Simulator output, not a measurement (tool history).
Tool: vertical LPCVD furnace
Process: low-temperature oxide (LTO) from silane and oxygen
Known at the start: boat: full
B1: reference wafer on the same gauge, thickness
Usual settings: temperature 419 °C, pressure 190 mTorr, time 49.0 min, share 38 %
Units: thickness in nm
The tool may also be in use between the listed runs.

{"run": 1, "hour": 0.0, "temperature": 419, "pressure": 225, "time": 49.0, "share": 38, "B1": 498.93, "thickness": 588.8}
{"run": 2, "hour": 35.7, "temperature": 419, "pressure": 190, "time": 49.0, "share": 38, "B1": 498.99, "thickness": 497.32}
{"hour": 64.4, "done": "gauge calibrated"}
{"run": 3, "hour": 67.5, "temperature": 419, "pressure": 190, "time": 49.0, "share": 38, "B1": 499.08, "thickness": 496.49}
{"run": 4, "hour": 95.9, "temperature": 419, "pressure": 190, "time": 49.0, "share": 38, "B1": 499.12, "thickness": 497.46}
{"run": 5, "hour": 121.9, "temperature": 419, "pressure": 190, "time": 49.0, "share": 38, "B1": 499.21, "thickness": 496.61}
{"run": 6, "hour": 142.7, "temperature": 419, "pressure": 190, "time": 49.0, "share": 38, "B1": 498.91, "thickness": 498.55}
{"run": 7, "hour": 177.9, "temperature": 428, "pressure": 190, "time": 49.0, "share": 38, "B1": 498.99, "thickness": 544.39}
{"run": 8, "hour": 208.3, "temperature": 428, "pressure": 190, "time": 49.0, "share": 38, "B1": 499.1, "thickness": 544.94}
{"run": 9, "hour": 240.4, "temperature": 422, "pressure": 190, "time": 49.0, "share": 38, "B1": 498.94, "thickness": 512.77}
{"run": 10, "hour": 266.0, "temperature": 422, "pressure": 190, "time": 49.0, "share": 38, "B1": 499.09, "thickness": 513.3}
{"run": 11, "hour": 281.4, "temperature": 422, "pressure": 190, "time": 49.0, "share": 38, "B1": 499.05, "thickness": 514.25}
{"run": 12, "hour": 313.1, "temperature": 419, "pressure": 190, "time": 49.0, "share": 34, "B1": 499.0, "thickness": 433.65}
{"run": 13, "hour": 325.4, "temperature": 419, "pressure": 190, "time": 49.0, "share": 34, "B1": 499.05, "thickness": 434.07}
{"run": 14, "hour": 347.3, "temperature": 419, "pressure": 190, "time": 49.0, "share": 38, "B1": 499.01, "thickness": 496.14}
{"run": 15, "hour": 366.5, "temperature": 427, "pressure": 190, "time": 33.0, "share": 38, "B1": 499.14, "thickness": 363.63}
{"run": 16, "hour": 398.0, "temperature": 412, "pressure": 205, "time": 61.0, "share": 43, "B1": 499.07, "thickness": 712.62}
{"hour": 425.7, "done": "pressure gauge zeroed"}
{"run": 17, "hour": 426.2, "temperature": 416, "pressure": 190, "time": 34.5, "share": 38, "B1": 499.07, "thickness": 340.11}
{"run": 18, "hour": 445.7, "temperature": 430, "pressure": 190, "time": 49.0, "share": 38, "B1": 498.99, "thickness": 555.1}
{"hour": 482.2, "done": "thermocouples replaced and temperature profile calibrated"}
{"run": 19, "hour": 482.7, "temperature": 419, "pressure": 190, "time": 49.0, "share": 38, "B1": 499.05, "thickness": 479.32}
{"hour": 516.9, "done": "gauge calibrated"}
{"hour": 518.5, "done": "silane flow controller replaced"}
{"run": 20, "hour": 519.0, "temperature": 419, "pressure": 190, "time": 49.0, "share": 34, "B1": 498.85, "thickness": 417.15}
{"run": 21, "hour": 548.8, "temperature": 419, "pressure": 190, "time": 49.0, "share": 38, "B1": 499.15, "thickness": 479.9}
{"run": 22, "hour": 567.7, "temperature": 410, "pressure": 190, "time": 49.0, "share": 44, "B1": 498.89, "thickness": 514.46}
{"run": 23, "hour": 586.1, "temperature": 429, "pressure": 190, "time": 49.0, "share": 38, "B1": 499.03, "thickness": 532.25}
{"run": 24, "hour": 616.4, "temperature": 419, "pressure": 190, "time": 49.0, "share": 38, "B1": 499.06, "thickness": 480.5}
{"run": 25, "hour": 646.4, "temperature": 419, "pressure": 235, "time": 49.0, "share": 35, "B1": 499.06, "thickness": 537.61}
{"run": 26, "hour": 679.2, "temperature": 419, "pressure": 175, "time": 31.0, "share": 34, "B1": 498.98, "thickness": 244.51}

5 ways to go on from here, each from the tool as it stands after run 26. What would each give?
{"run": "A", "hour": 682.9, "temperature": 419, "pressure": 190, "time": 49.0, "share": 38, "B1": "?", "thickness": "?"}
{"run": "B", "hour": 682.9, "temperature": 419, "pressure": 160, "time": 31.5, "share": 32, "B1": "?", "thickness": "?"}
{"run": "C", "hour": 682.9, "temperature": 419, "pressure": 155, "time": 49.0, "share": 42, "B1": "?", "thickness": "?"}
{"run": "D", "hour": 682.9, "temperature": 419, "pressure": 190, "time": 49.0, "share": 35, "B1": "?", "thickness": "?"}
{"run": "E", "hour": 682.9, "temperature": 419, "pressure": 190, "time": 29.5, "share": 43, "B1": "?", "thickness": "?"}

run=A B1=498.98 thickness=483.13
run=B B1=498.98 thickness=210.00
run=C B1=498.98 thickness=441.08
run=D B1=498.98 thickness=436.56
run=E B1=498.98 thickness=333.57
Without the tool's hidden state the same runs would have given:
run=A thickness=478.49
run=B thickness=207.89
run=C thickness=436.97
run=D thickness=432.27
run=E thickness=330.49
